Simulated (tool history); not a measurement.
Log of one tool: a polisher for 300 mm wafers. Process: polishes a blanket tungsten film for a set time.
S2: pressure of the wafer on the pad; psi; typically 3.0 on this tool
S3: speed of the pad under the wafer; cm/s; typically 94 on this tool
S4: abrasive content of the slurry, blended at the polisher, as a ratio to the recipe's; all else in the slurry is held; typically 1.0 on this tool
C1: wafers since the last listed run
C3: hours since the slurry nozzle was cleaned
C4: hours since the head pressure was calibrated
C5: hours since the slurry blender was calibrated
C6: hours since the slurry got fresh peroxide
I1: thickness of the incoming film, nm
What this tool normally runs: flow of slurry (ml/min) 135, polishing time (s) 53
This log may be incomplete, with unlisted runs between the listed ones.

run 1 hour=0.0 | flow_of_slurry_(ml/min)=135 S2=3.0 S3=94 S4=1.0 polishing_time_(s)=53 | C1=0 wafers_polished_on_this_pad=634 C3=167.9 C4=723.1 C5=6.8 C6=191.0 | I1=1494.5 | film_removed_(nm)=144.5
-- hour=3.7 slurry tank refilled with fresh slurry and peroxide
run 2 hour=82.4 | flow_of_slurry_(ml/min)=135 S2=3.6 S3=94 S4=1.0 polishing_time_(s)=53 | C1=573 wafers_polished_on_this_pad=1207 C3=250.3 C4=805.5 C5=89.2 C6=78.7 | I1=1513.0 | film_removed_(nm)=172.7
-- hour=93.3 worn pad replaced by a new one
run 3 hour=184.6 | flow_of_slurry_(ml/min)=135 S2=3.6 S3=94 S4=1.0 polishing_time_(s)=53 | C1=691 wafers_polished_on_this_pad=643 C3=352.5 C4=907.7 C5=191.4 C6=180.9 | I1=1481.9 | film_removed_(nm)=160.6
-- hour=188.8 slurry blender recalibrated
-- hour=225.6 slurry tank refilled with fresh slurry and peroxide
run 4 hour=242.8 | flow_of_slurry_(ml/min)=110 S2=3.6 S3=94 S4=1.0 polishing_time_(s)=53 | C1=388 wafers_polished_on_this_pad=1032 C3=410.7 C4=965.9 C5=54.0 C6=17.2 | I1=1484.8 | film_removed_(nm)=165.1
run 5 hour=273.3 | flow_of_slurry_(ml/min)=110 S2=3.6 S3=94 S4=1.0 polishing_time_(s)=53 | C1=214 wafers_polished_on_this_pad=1247 C3=441.2 C4=996.4 C5=84.5 C6=47.7 | I1=1500.8 | film_removed_(nm)=164.9
-- hour=286.2 worn pad replaced by a new one
-- hour=323.9 head pressure recalibrated
-- hour=353.0 slurry nozzle cleaned
run 6 hour=353.5 | flow_of_slurry_(ml/min)=135 S2=2.4 S3=94 S4=1.0 polishing_time_(s)=53 | C1=515 wafers_polished_on_this_pad=452 C3=0.5 C4=29.6 C5=164.7 C6=127.9 | I1=1519.2 | film_removed_(nm)=127.9
run 7 hour=390.6 | flow_of_slurry_(ml/min)=135 S2=2.4 S3=94 S4=1.0 polishing_time_(s)=53 | C1=261 wafers_polished_on_this_pad=714 C3=37.6 C4=66.7 C5=201.8 C6=165.0 | I1=1490.5 | film_removed_(nm)=126.1
-- hour=397.4 slurry blender recalibrated
-- hour=416.3 slurry tank refilled with fresh slurry and peroxide
run 8 hour=439.9 | flow_of_slurry_(ml/min)=135 S2=3.0 S3=94 S4=1.0 polishing_time_(s)=53 | C1=326 wafers_polished_on_this_pad=1040 C3=86.9 C4=116.0 C5=42.5 C6=23.6 | I1=1484.3 | film_removed_(nm)=157.0
-- hour=463.6 worn pad replaced by a new one
run 9 hour=499.0 | flow_of_slurry_(ml/min)=135 S2=3.0 S3=94 S4=1.0 polishing_time_(s)=53 | C1=388 wafers_polished_on_this_pad=249 C3=146.0 C4=175.1 C5=101.6 C6=82.7 | I1=1498.1 | film_removed_(nm)=154.5
run 10 hour=531.0 | flow_of_slurry_(ml/min)=135 S2=3.0 S3=94 S4=1.1 polishing_time_(s)=53 | C1=225 wafers_polished_on_this_pad=475 C3=178.0 C4=207.1 C5=133.6 C6=114.7 | I1=1518.9 | film_removed_(nm)=154.9
run 11 hour=563.4 | flow_of_slurry_(ml/min)=160 S2=3.0 S3=94 S4=0.9 polishing_time_(s)=53 | C1=228 wafers_polished_on_this_pad=703 C3=210.4 C4=239.5 C5=166.0 C6=147.1 | I1=1489.6 | film_removed_(nm)=150.3
-- hour=583.2 slurry blender recalibrated
-- hour=595.7 slurry tank refilled with fresh slurry and peroxide
run 12 hour=612.4 | flow_of_slurry_(ml/min)=135 S2=3.0 S3=94 S4=0.8 polishing_time_(s)=62 | C1=324 wafers_polished_on_this_pad=1027 C3=259.4 C4=288.5 C5=29.2 C6=16.7 | I1=1503.2 | film_removed_(nm)=169.6
run 13 hour=642.1 | flow_of_slurry_(ml/min)=135 S2=3.0 S3=94 S4=1.1 polishing_time_(s)=53 | C1=209 wafers_polished_on_this_pad=1236 C3=289.1 C4=318.2 C5=58.9 C6=46.4 | I1=1471.6 | film_removed_(nm)=161.2
-- hour=676.6 worn pad replaced by a new one
run 14 hour=683.2 | flow_of_slurry_(ml/min)=155 S2=3.0 S3=94 S4=1.0 polishing_time_(s)=53 | C1=261 wafers_polished_on_this_pad=46 C3=330.2 C4=359.3 C5=100.0 C6=87.5 | I1=1490.8 | film_removed_(nm)=157.7
run 15 hour=718.8 | flow_of_slurry_(ml/min)=135 S2=3.0 S3=68 S4=1.0 polishing_time_(s)=53 | C1=250 wafers_polished_on_this_pad=297 C3=365.8 C4=394.9 C5=135.6 C6=123.1 | I1=1472.2 | film_removed_(nm)=115.5
run 16 hour=784.4 | flow_of_slurry_(ml/min)=105 S2=3.0 S3=94 S4=1.0 polishing_time_(s)=62 | C1=462 wafers_polished_on_this_pad=759 C3=431.4 C4=460.5 C5=201.2 C6=188.7 | I1=1504.5 | film_removed_(nm)=159.3
-- hour=786.6 slurry blender recalibrated
-- hour=788.2 slurry nozzle cleaned
-- hour=799.0 slurry tank refilled with fresh slurry and peroxide
run 17 hour=855.9 | flow_of_slurry_(ml/min)=105 S2=3.0 S3=94 S4=1.0 polishing_time_(s)=70 | C1=475 wafers_polished_on_this_pad=1235 C3=67.7 C4=532.0 C5=69.3 C6=56.9 | I1=1478.8 | film_removed_(nm)=188.1
-- hour=869.6 worn pad replaced by a new one
run 18 hour=900.9 | flow_of_slurry_(ml/min)=135 S2=3.0 S3=94 S4=1.0 polishing_time_(s)=53 | C1=288 wafers_polished_on_this_pad=220 C3=112.7 C4=577.0 C5=114.3 C6=101.9 | I1=1504.5 | film_removed_(nm)=150.7
run 19 hour=952.8 | flow_of_slurry_(ml/min)=135 S2=3.0 S3=116 S4=0.7 polishing_time_(s)=53 | C1=365 wafers_polished_on_this_pad=586 C3=164.6 C4=628.9 C5=166.2 C6=153.8 | I1=1505.9 | film_removed_(nm)=157.7
run 20 hour=988.7 | flow_of_slurry_(ml/min)=135 S2=3.0 S3=74 S4=0.9 polishing_time_(s)=67 | C1=252 wafers_polished_on_this_pad=839 C3=200.5 C4=664.8 C5=202.1 C6=189.7 | I1=1512.6 | film_removed_(nm)=146.2
-- hour=995.7 slurry blender recalibrated
run 21 hour=1024.3 | flow_of_slurry_(ml/min)=135 S2=3.0 S3=94 S4=1.0 polishing_time_(s)=53 | C1=236 wafers_polished_on_this_pad=1076 C3=236.1 C4=700.4 C5=28.6 C6=225.3 | I1=1517.9 | film_removed_(nm)=134.8

4 ways to go on from here, each from the tool as it stands after run 21. What would each give?
run A hour=1024.7 | flow_of_slurry_(ml/min)=135 S2=3.0 S3=94 S4=1.0 polishing_time_(s)=38 | C1=2 wafers_polished_on_this_pad=1079 C3=236.5 C4=700.8 C5=29.0 C6=225.7 | I1=1525.8 | film_removed_(nm)=?
run B hour=1024.7 | flow_of_slurry_(ml/min)=100 S2=3.0 S3=94 S4=1.0 polishing_time_(s)=53 | C1=2 wafers_polished_on_this_pad=1079 C3=236.5 C4=700.8 C5=29.0 C6=225.7 | I1=1525.8 | film_removed_(nm)=?
run C hour=1024.7 | flow_of_slurry_(ml/min)=105 S2=3.0 S3=94 S4=1.0 polishing_time_(s)=53 | C1=2 wafers_polished_on_this_pad=1079 C3=236.5 C4=700.8 C5=29.0 C6=225.7 | I1=1525.8 | film_removed_(nm)=?
run D hour=1024.7 | flow_of_slurry_(ml/min)=105 S2=3.0 S3=94 S4=0.8 polishing_time_(s)=59 | C1=2 wafers_polished_on_this_pad=1079 C3=236.5 C4=700.8 C5=29.0 C6=225.7 | I1=1525.8 | film_removed_(nm)=?

run=A film_removed_(nm)=97.9
run=B film_removed_(nm)=126.6
run=C film_removed_(nm)=128.4
run=D film_removed_(nm)=133.1
Without the tool's hidden state the same runs would have given:
run=A film_removed_(nm)=112.1
run=B film_removed_(nm)=145.0
run=C film_removed_(nm)=147.1
run=D film_removed_(nm)=152.5
